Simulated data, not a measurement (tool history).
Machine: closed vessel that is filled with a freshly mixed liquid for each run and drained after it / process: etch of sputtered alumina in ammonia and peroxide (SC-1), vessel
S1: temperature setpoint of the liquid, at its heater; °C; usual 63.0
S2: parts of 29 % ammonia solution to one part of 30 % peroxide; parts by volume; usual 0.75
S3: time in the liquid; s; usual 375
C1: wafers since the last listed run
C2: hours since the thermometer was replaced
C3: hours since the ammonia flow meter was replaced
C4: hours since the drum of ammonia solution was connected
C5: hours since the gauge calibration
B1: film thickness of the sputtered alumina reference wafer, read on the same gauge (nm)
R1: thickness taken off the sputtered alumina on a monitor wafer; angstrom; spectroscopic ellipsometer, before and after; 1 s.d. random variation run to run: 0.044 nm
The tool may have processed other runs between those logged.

{"run": 1, "hour": 0.0, "S1": 63.0, "S2": 0.75, "S3": 545, "C1": 0, "C2": 356.0, "C3": 1757.5, "C4": 1151.8, "C5": 44.7, "B1": 120.01, "R1": 312.1}
{"run": 2, "hour": 7.3, "S1": 63.0, "S2": 0.75, "S3": 545, "C1": 510, "C2": 363.3, "C3": 1764.8, "C4": 1159.1, "C5": 52.0, "B1": 120.07, "R1": 312.5}
{"run": 3, "hour": 21.4, "S1": 68.0, "S2": 0.75, "S3": 375, "C1": 985, "C2": 377.4, "C3": 1778.9, "C4": 1173.2, "C5": 66.1, "B1": 120.05, "R1": 275.7}
{"run": 4, "hour": 32.2, "S1": 63.0, "S2": 0.65, "S3": 375, "C1": 755, "C2": 388.2, "C3": 1789.7, "C4": 1184.0, "C5": 76.9, "B1": 120.01, "R1": 212.1}
{"run": 5, "hour": 49.4, "S1": 63.0, "S2": 0.65, "S3": 375, "C1": 1202, "C2": 405.4, "C3": 1806.9, "C4": 1201.2, "C5": 94.1, "B1": 120.01, "R1": 211.2}
{"run": 6, "hour": 60.3, "S1": 63.0, "S2": 0.75, "S3": 375, "C1": 762, "C2": 416.3, "C3": 1817.8, "C4": 1212.1, "C5": 105.0, "B1": 119.97, "R1": 213.6}
{"run": 7, "hour": 77.6, "S1": 63.0, "S2": 0.75, "S3": 375, "C1": 1209, "C2": 433.6, "C3": 1835.1, "C4": 1229.4, "C5": 122.3, "B1": 119.97, "R1": 213.7}
{"run": 8, "hour": 87.0, "S1": 63.0, "S2": 0.75, "S3": 375, "C1": 657, "C2": 443.0, "C3": 1844.5, "C4": 1238.8, "C5": 131.7, "B1": 119.99, "R1": 214.2}
{"run": 9, "hour": 103.7, "S1": 63.0, "S2": 0.75, "S3": 375, "C1": 1167, "C2": 459.7, "C3": 1861.2, "C4": 1255.5, "C5": 148.4, "B1": 120.04, "R1": 212.9}
{"run": 10, "hour": 115.2, "S1": 63.0, "S2": 0.75, "S3": 375, "C1": 804, "C2": 471.2, "C3": 1872.7, "C4": 1267.0, "C5": 159.9, "B1": 120.03, "R1": 212.2}
{"run": 11, "hour": 128.1, "S1": 70.0, "S2": 0.85, "S3": 375, "C1": 901, "C2": 484.1, "C3": 1885.6, "C4": 1279.9, "C5": 172.8, "B1": 119.97, "R1": 303.9}
{"hour": 131.1, "done": "ammonia flow meter replaced"}
{"run": 12, "hour": 138.7, "S1": 70.0, "S2": 0.45, "S3": 375, "C1": 671, "C2": 494.7, "C3": 7.6, "C4": 1290.5, "C5": 183.4, "B1": 120.01, "R1": 286.1}
{"hour": 154.4, "done": "new drum of ammonia solution connected"}
{"run": 13, "hour": 154.9, "S1": 70.0, "S2": 0.45, "S3": 375, "C1": 1062, "C2": 510.9, "C3": 23.8, "C4": 0.5, "C5": 199.6, "B1": 120.04, "R1": 286.6}
{"run": 14, "hour": 166.0, "S1": 70.0, "S2": 0.45, "S3": 375, "C1": 776, "C2": 522.0, "C3": 34.9, "C4": 11.6, "C5": 210.7, "B1": 119.99, "R1": 286.0}
{"run": 15, "hour": 181.6, "S1": 57.5, "S2": 1.15, "S3": 565, "C1": 1090, "C2": 537.6, "C3": 50.5, "C4": 27.2, "C5": 226.3, "B1": 119.93, "R1": 250.6}
{"hour": 186.5, "done": "gauge calibrated"}
{"run": 16, "hour": 190.4, "S1": 54.5, "S2": 0.4, "S3": 215, "C1": 615, "C2": 546.4, "C3": 59.3, "C4": 36.0, "C5": 3.9, "B1": 120.01, "R1": 73.7}
{"run": 17, "hour": 202.4, "S1": 63.0, "S2": 0.45, "S3": 375, "C1": 839, "C2": 558.4, "C3": 71.3, "C4": 48.0, "C5": 15.9, "B1": 120.0, "R1": 201.8}
{"hour": 204.5, "done": "thermometer replaced"}
{"run": 18, "hour": 215.3, "S1": 63.0, "S2": 0.95, "S3": 375, "C1": 832, "C2": 10.8, "C3": 84.2, "C4": 60.9, "C5": 28.8, "B1": 119.98, "R1": 225.0}
{"run": 19, "hour": 232.9, "S1": 63.0, "S2": 0.75, "S3": 195, "C1": 1230, "C2": 28.4, "C3": 101.8, "C4": 78.5, "C5": 46.4, "B1": 120.04, "R1": 114.6}
{"run": 20, "hour": 240.1, "S1": 63.0, "S2": 1.1, "S3": 220, "C1": 503, "C2": 35.6, "C3": 109.0, "C4": 85.7, "C5": 53.6, "B1": 120.0, "R1": 133.1}
{"run": 21, "hour": 253.3, "S1": 56.5, "S2": 1.05, "S3": 150, "C1": 922, "C2": 48.8, "C3": 122.2, "C4": 98.9, "C5": 66.8, "B1": 119.99, "R1": 64.8}
{"run": 22, "hour": 262.0, "S1": 63.0, "S2": 0.35, "S3": 530, "C1": 608, "C2": 57.5, "C3": 130.9, "C4": 107.6, "C5": 75.5, "B1": 119.98, "R1": 287.8}
{"run": 23, "hour": 270.0, "S1": 63.0, "S2": 0.75, "S3": 375, "C1": 559, "C2": 65.5, "C3": 138.9, "C4": 115.6, "C5": 83.5, "B1": 120.06, "R1": 219.0}
{"run": 24, "hour": 280.1, "S1": 58.0, "S2": 0.9, "S3": 375, "C1": 706, "C2": 75.6, "C3": 149.0, "C4": 125.7, "C5": 93.6, "B1": 119.99, "R1": 172.7}
{"run": 25, "hour": 288.5, "S1": 67.5, "S2": 0.55, "S3": 375, "C1": 587, "C2": 84.0, "C3": 157.4, "C4": 134.1, "C5": 102.0, "B1": 120.04, "R1": 266.0}
{"run": 26, "hour": 301.9, "S1": 63.0, "S2": 0.75, "S3": 375, "C1": 936, "C2": 97.4, "C3": 170.8, "C4": 147.5, "C5": 115.4, "B1": 119.97, "R1": 219.0}
{"run": 27, "hour": 309.9, "S1": 60.0, "S2": 0.75, "S3": 375, "C1": 559, "C2": 105.4, "C3": 178.8, "C4": 155.5, "C5": 123.4, "B1": 120.0, "R1": 187.4}
{"run": 28, "hour": 336.5, "S1": 56.5, "S2": 0.85, "S3": 375, "C1": 1859, "C2": 132.0, "C3": 205.4, "C4": 182.1, "C5": 150.0, "B1": 120.02, "R1": 157.1}

Alternative continuations, all from the tool just after run 28; predict every row:
{"run": "A", "hour": 337.3, "S1": 63.0, "S2": 1.15, "S3": 375, "C1": 55, "C2": 132.8, "C3": 206.2, "C4": 182.9, "C5": 150.8, "B1": "?", "R1": "?"}
{"run": "B", "hour": 337.3, "S1": 70.0, "S2": 1.15, "S3": 235, "C1": 55, "C2": 132.8, "C3": 206.2, "C4": 182.9, "C5": 150.8, "B1": "?", "R1": "?"}
{"run": "C", "hour": 337.3, "S1": 63.0, "S2": 0.55, "S3": 170, "C1": 55, "C2": 132.8, "C3": 206.2, "C4": 182.9, "C5": 150.8, "B1": "?", "R1": "?"}

run=A B1=119.98 R1=226.6
run=B B1=119.98 R1=200.3
run=C B1=119.98 R1=95.8
Take away the tool's hidden state, keep each run's random variation, and the runs would have read:
run=A R1=228.9
run=B R1=202.2
run=C R1=96.8

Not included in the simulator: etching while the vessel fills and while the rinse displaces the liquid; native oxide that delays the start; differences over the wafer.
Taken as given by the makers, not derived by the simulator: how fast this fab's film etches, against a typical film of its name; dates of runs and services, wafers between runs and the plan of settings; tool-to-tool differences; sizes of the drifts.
